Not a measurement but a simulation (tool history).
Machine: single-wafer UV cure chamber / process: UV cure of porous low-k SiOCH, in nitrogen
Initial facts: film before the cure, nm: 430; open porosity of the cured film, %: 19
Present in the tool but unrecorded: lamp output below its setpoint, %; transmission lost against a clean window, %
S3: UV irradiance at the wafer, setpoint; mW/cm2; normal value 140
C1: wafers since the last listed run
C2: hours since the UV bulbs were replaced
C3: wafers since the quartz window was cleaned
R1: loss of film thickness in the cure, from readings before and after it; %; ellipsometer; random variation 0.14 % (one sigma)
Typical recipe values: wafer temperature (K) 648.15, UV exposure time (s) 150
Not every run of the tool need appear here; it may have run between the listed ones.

Run 1, hour 0: usual settings; C1 0; C2 714.1; C3 4688. Result: R1 9.47 %.
Run 2, hour 8.6: usual settings; C1 31; C2 722.7; C3 4719. Result: R1 9.313 %.
Run 3, hour 19.9: usual settings; C1 41; C2 734; C3 4761. Result: R1 9.38 %.
Run 4, hour 30.9: usual settings but wafer temperature (K) 654.15; C1 40; C2 745; C3 4801. Result: R1 9.374 %.
Run 5, hour 39.2: usual settings but wafer temperature (K) 654.15; C1 30; C2 753.3; C3 4831. Result: R1 9.581 %.
Run 6, hour 47.1: usual settings but wafer temperature (K) 637.15; C1 28; C2 761.2; C3 4860. Result: R1 9.052 %.
Run 7, hour 64.4: usual settings but wafer temperature (K) 637.15; C1 63; C2 778.5; C3 4924. Result: R1 9.01 %.
Run 8, hour 109.3: usual settings but wafer temperature (K) 637.15; C1 164; C2 823.4; C3 5089. Result: R1 9.241 %.
Run 9, hour 115.6: usual settings but wafer temperature (K) 639.15; C1 23; C2 829.7; C3 5112. Result: R1 9.027 %.
Run 10, hour 123.5: usual settings but wafer temperature (K) 639.15; C1 28; C2 837.6; C3 5141. Result: R1 8.849 %.
Run 11, hour 133.9: usual settings but wafer temperature (K) 639.15; C1 38; C2 848; C3 5179. Result: R1 8.806 %.
Run 12, hour 145.4: usual settings but S3 165 mW/cm2; C1 42; C2 859.5; C3 5221. Result: R1 9.66 %.
Run 13, hour 156.8: usual settings; C1 41; C2 870.9; C3 5263. Result: R1 9.069 %.
Run 14, hour 174.4: usual settings; C1 64; C2 888.5; C3 5327. Result: R1 8.831 %.
Run 15, hour 190.8: usual settings but S3 107 mW/cm2; C1 60; C2 904.9; C3 5388. Result: R1 8.007 %.
At hour 198.9: quartz window cleaned.
At hour 211.6: UV bulbs replaced.
Run 16, hour 212.1: usual settings but S3 128 mW/cm2; C1 19; C2 0.5; C3 19. Result: R1 9.661 %.
Run 17, hour 223.5: usual settings but UV exposure time (s) 225, S3 159 mW/cm2; C1 41; C2 11.9; C3 61. Result: R1 12.707 %.
Run 18, hour 275.4: usual settings but wafer temperature (K) 639.15; C1 190; C2 63.8; C3 251. Result: R1 10.164 %.
Run 19, hour 293.3: usual settings but wafer temperature (K) 630.15, UV exposure time (s) 230, S3 165 mW/cm2; C1 65; C2 81.7; C3 317. Result: R1 12.103 %.
Run 20, hour 311: usual settings; C1 64; C2 99.4; C3 382. Result: R1 9.842 %.
Run 21, hour 323.7: usual settings but wafer temperature (K) 641.15; C1 46; C2 112.1; C3 428. Result: R1 9.762 %.
Run 22, hour 332: usual settings but wafer temperature (K) 633.15, UV exposure time (s) 175, S3 157 mW/cm2; C1 30; C2 120.4; C3 459. Result: R1 10.898 %.
Run 23, hour 366.7: usual settings; C1 127; C2 155.1; C3 586. Result: R1 9.873 %.
Run 24, hour 381.5: usual settings but wafer temperature (K) 659.15, UV exposure time (s) 180; C1 54; C2 169.9; C3 640. Result: R1 11.206 %.
Run 25, hour 388.9: usual settings but S3 122 mW/cm2; C1 27; C2 177.3; C3 667. Result: R1 9.477 %.
Run 26, hour 401: usual settings but wafer temperature (K) 668.15, S3 117 mW/cm2; C1 44; C2 189.4; C3 712. Result: R1 9.274 %.
Run 27, hour 408.1: usual settings but S3 107 mW/cm2; C1 26; C2 196.5; C3 738. Result: R1 8.651 %.
Run 28, hour 414.3: usual settings; C1 22; C2 202.7; C3 760. Result: R1 9.917 %.
Run 29, hour 448: usual settings but wafer temperature (K) 630.15, S3 164 mW/cm2; C1 123; C2 236.4; C3 884. Result: R1 10.163 %.

Across each entry between runs, compare the hidden state at the last listed run before it with the hidden state at the first listed run after it:
Run 15 -> run 16: quartz window cleaned (hour 198.9); UV bulbs replaced (hour 211.6)
  lamp output below its setpoint, %: 24.3 -> 2.53
  difference, measured minus the result without the unlogged condition, R1: -1.171 -> -0.11 %
